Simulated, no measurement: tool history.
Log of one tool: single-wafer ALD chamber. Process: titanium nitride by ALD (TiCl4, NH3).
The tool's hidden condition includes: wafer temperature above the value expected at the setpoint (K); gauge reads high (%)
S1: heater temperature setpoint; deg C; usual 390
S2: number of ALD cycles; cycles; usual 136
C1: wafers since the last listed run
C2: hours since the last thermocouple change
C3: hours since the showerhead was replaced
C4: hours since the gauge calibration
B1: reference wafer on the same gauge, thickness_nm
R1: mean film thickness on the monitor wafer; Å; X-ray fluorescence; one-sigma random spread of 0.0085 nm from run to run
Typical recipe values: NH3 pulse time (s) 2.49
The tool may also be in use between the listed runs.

run 1 hour=0 | S1=390 S2=136 NH3_pulse_time_(s)=2.95 | C1=0 C2=2427.9 C3=5485.4 C4=34.6 | B1=2.87 | R1=28.66
run 2 hour=13.6 | S1=390 S2=136 NH3_pulse_time_(s)=2.95 | C1=30 C2=2441.5 C3=5499 C4=48.2 | B1=2.87 | R1=28.74
run 3 hour=27.8 | S1=390 S2=136 NH3_pulse_time_(s)=2.49 | C1=32 C2=2455.7 C3=5513.2 C4=62.4 | B1=2.87 | R1=28.36
run 4 hour=41.6 | S1=390 S2=136 NH3_pulse_time_(s)=2.49 | C1=31 C2=2469.5 C3=5527 C4=76.2 | B1=2.869 | R1=28.35
run 5 hour=55.1 | S1=390 S2=136 NH3_pulse_time_(s)=2.49 | C1=30 C2=2483 C3=5540.5 C4=89.7 | B1=2.871 | R1=28.49
run 6 hour=65.2 | S1=390 S2=136 NH3_pulse_time_(s)=2.49 | C1=22 C2=2493.1 C3=5550.6 C4=99.8 | B1=2.872 | R1=28.45
run 7 hour=80.1 | S1=390 S2=136 NH3_pulse_time_(s)=2.49 | C1=33 C2=2508 C3=5565.5 C4=114.7 | B1=2.869 | R1=28.36
run 8 hour=91.2 | S1=390 S2=136 NH3_pulse_time_(s)=2.49 | C1=25 C2=2519.1 C3=5576.6 C4=125.8 | B1=2.87 | R1=28.42
run 9 hour=108.9 | S1=390 S2=136 NH3_pulse_time_(s)=2.49 | C1=40 C2=2536.8 C3=5594.3 C4=143.5 | B1=2.869 | R1=28.28
run 10 hour=117.2 | S1=390 S2=136 NH3_pulse_time_(s)=2.97 | C1=18 C2=2545.1 C3=5602.6 C4=151.8 | B1=2.872 | R1=28.52
run 11 hour=129.3 | S1=390 S2=136 NH3_pulse_time_(s)=2.97 | C1=27 C2=2557.2 C3=5614.7 C4=163.9 | B1=2.868 | R1=28.63
run 12 hour=138.8 | S1=390 S2=136 NH3_pulse_time_(s)=2.97 | C1=21 C2=2566.7 C3=5624.2 C4=173.4 | B1=2.871 | R1=28.72
run 13 hour=147.9 | S1=390 S2=121 NH3_pulse_time_(s)=2.49 | C1=20 C2=2575.8 C3=5633.3 C4=182.5 | B1=2.871 | R1=25.2
run 14 hour=156 | S1=390 S2=136 NH3_pulse_time_(s)=2.49 | C1=18 C2=2583.9 C3=5641.4 C4=190.6 | B1=2.868 | R1=28.35
run 15 hour=164.8 | S1=390 S2=136 NH3_pulse_time_(s)=2.49 | C1=20 C2=2592.7 C3=5650.2 C4=199.4 | B1=2.87 | R1=28.42
-- hour=177.4 gauge calibrated
run 16 hour=181.8 | S1=390 S2=136 NH3_pulse_time_(s)=2.49 | C1=38 C2=2609.7 C3=5667.2 C4=4.4 | B1=2.87 | R1=28.37
-- hour=191.9 thermocouple changed; heater temperature recalibrated
run 17 hour=192.4 | S1=379 S2=136 NH3_pulse_time_(s)=2.49 | C1=5 C2=0.5 C3=5677.8 C4=15 | B1=2.87 | R1=28.21
run 18 hour=204.6 | S1=390 S2=150 NH3_pulse_time_(s)=2.76 | C1=27 C2=12.7 C3=5690 C4=27.2 | B1=2.872 | R1=31.36
run 19 hour=220.9 | S1=390 S2=125 NH3_pulse_time_(s)=2.49 | C1=37 C2=29 C3=5706.3 C4=43.5 | B1=2.868 | R1=26.11
run 20 hour=234.3 | S1=390 S2=124 NH3_pulse_time_(s)=2.14 | C1=30 C2=42.4 C3=5719.7 C4=56.9 | B1=2.87 | R1=25.67
run 21 hour=249.4 | S1=390 S2=129 NH3_pulse_time_(s)=3.38 | C1=34 C2=57.5 C3=5734.8 C4=72 | B1=2.869 | R1=27.37
run 22 hour=259.1 | S1=402 S2=136 NH3_pulse_time_(s)=2.49 | C1=22 C2=67.2 C3=5744.5 C4=81.7 | B1=2.868 | R1=28.66
run 23 hour=265.2 | S1=390 S2=156 NH3_pulse_time_(s)=2.49 | C1=13 C2=73.3 C3=5750.6 C4=87.8 | B1=2.869 | R1=32.58
-- hour=274.4 showerhead replaced
run 24 hour=278.3 | S1=390 S2=136 NH3_pulse_time_(s)=2.49 | C1=11 C2=86.4 C3=3.9 C4=100.9 | B1=2.87 | R1=28.36
run 25 hour=311.3 | S1=402 S2=159 NH3_pulse_time_(s)=3.38 | C1=75 C2=119.4 C3=36.9 C4=133.9 | B1=2.872 | R1=33.63
run 26 hour=323 | S1=390 S2=136 NH3_pulse_time_(s)=2.49 | C1=26 C2=131.1 C3=48.6 C4=145.6 | B1=2.869 | R1=28.26
run 27 hour=338.5 | S1=390 S2=136 NH3_pulse_time_(s)=2.49 | C1=35 C2=146.6 C3=64.1 C4=161.1 | B1=2.868 | R1=28.46
run 28 hour=347 | S1=390 S2=129 NH3_pulse_time_(s)=1.85 | C1=19 C2=155.1 C3=72.6 C4=169.6 | B1=2.872 | R1=26.5
run 29 hour=363.9 | S1=390 S2=136 NH3_pulse_time_(s)=2.49 | C1=38 C2=172 C3=89.5 C4=186.5 | B1=2.87 | R1=28.36
run 30 hour=385.2 | S1=395 S2=119 NH3_pulse_time_(s)=2.78 | C1=48 C2=193.3 C3=110.8 C4=207.8 | B1=2.87 | R1=25.01
-- hour=396.9 gauge calibrated
run 31 hour=398.1 | S1=390 S2=129 NH3_pulse_time_(s)=2.79 | C1=29 C2=206.2 C3=123.7 C4=1.2 | B1=2.87 | R1=27.26
run 32 hour=410.2 | S1=381 S2=136 NH3_pulse_time_(s)=2.49 | C1=27 C2=218.3 C3=135.8 C4=13.3 | B1=2.87 | R1=28.25
run 33 hour=421.5 | S1=383 S2=146 NH3_pulse_time_(s)=2.18 | C1=25 C2=229.6 C3=147.1 C4=24.6 | B1=2.871 | R1=30.12
run 34 hour=438 | S1=397 S2=159 NH3_pulse_time_(s)=1.78 | C1=37 C2=246.1 C3=163.6 C4=41.1 | B1=2.871 | R1=32.79
run 35 hour=452.3 | S1=390 S2=136 NH3_pulse_time_(s)=2.49 | C1=32 C2=260.4 C3=177.9 C4=55.4 | B1=2.87 | R1=28.54
run 36 hour=468.5 | S1=396 S2=147 NH3_pulse_time_(s)=3.01 | C1=36 C2=276.6 C3=194.1 C4=71.6 | B1=2.869 | R1=31.23

What if the next run were any one of these 3? Each begins from the tool's condition after run 36:
run A hour=469.2 | S1=390 S2=136 NH3_pulse_time_(s)=3.05 | C1=1 C2=277.3 C3=194.8 C4=72.3 | B1=? | R1=?
run B hour=469.2 | S1=390 S2=136 NH3_pulse_time_(s)=3.1 | C1=1 C2=277.3 C3=194.8 C4=72.3 | B1=? | R1=?
run C hour=469.2 | S1=395 S2=136 NH3_pulse_time_(s)=2.49 | C1=1 C2=277.3 C3=194.8 C4=72.3 | B1=? | R1=?

run=A B1=2.874 R1=28.8
run=B B1=2.874 R1=28.82
run=C B1=2.874 R1=28.62
What these runs would have given with no unlogged condition in the tool:
run=A R1=28.8
run=B R1=28.82
run=C R1=28.62
